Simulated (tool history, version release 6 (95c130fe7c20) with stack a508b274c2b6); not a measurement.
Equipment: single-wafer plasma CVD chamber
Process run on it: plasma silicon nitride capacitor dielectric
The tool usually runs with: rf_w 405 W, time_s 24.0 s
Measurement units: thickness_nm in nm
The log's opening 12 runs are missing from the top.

run	hour	rf_w	time_s	wafers since the last listed run	hours since the last RF generator calibration	hours since the showerhead was replaced	hours since the gauge calibration	read-back reference wafer on the same gauge, thickness_nm	thickness_nm
13	1139.6	385	24.0	1411	1034.3	7458.5	2717.5	30.442	30.143
14	1232.7	385	24.0	1794	1127.4	7551.6	2810.6	30.384	30.628
15	1310.0	405	24.0	1490	1204.7	7628.9	2887.9	30.377	30.648
16	1408.6	405	24.0	1900	1303.3	7727.5	2986.5	30.367	30.658
17	1466.6	405	24.0	1118	1361.3	7785.5	3044.5	30.406	31.069
# hour 1489.7: RF generator calibrated
# hour 1604.0: showerhead replaced, of another model than before
18	1761.3	325	27.7	5372	271.6	157.3	3339.2	30.354	32.520
# hour 1800.9: gauge calibrated
19	1816.6	480	24.0	1066	326.9	212.6	15.7	30.442	33.185
20	1896.5	405	24.0	1540	406.8	292.5	95.6	30.401	30.988
21	1958.1	380	21.2	1187	468.4	354.1	157.2	30.389	26.473
22	2035.0	470	24.0	1482	545.3	431.0	234.1	30.428	32.646
23	2139.3	465	21.1	2010	649.6	535.3	338.4	30.385	28.550
24	2198.0	405	26.9	1131	708.3	594.0	397.1	30.412	34.353
25	2298.7	405	22.9	1941	809.0	694.7	497.8	30.425	29.088
26	2391.4	405	24.0	1787	901.7	787.4	590.5	30.387	30.562

Estimate the outcome of run 27 from the log above:
27	2433.5	475	20.0	811	943.8	829.5	632.6	?	?

{"run 27": {"read-back reference wafer on the same gauge, thickness_nm": 30.362, "thickness_nm": 27.188}}
Had the tool carried no hidden state, the very same run would have given thickness_nm 28.014 nm.

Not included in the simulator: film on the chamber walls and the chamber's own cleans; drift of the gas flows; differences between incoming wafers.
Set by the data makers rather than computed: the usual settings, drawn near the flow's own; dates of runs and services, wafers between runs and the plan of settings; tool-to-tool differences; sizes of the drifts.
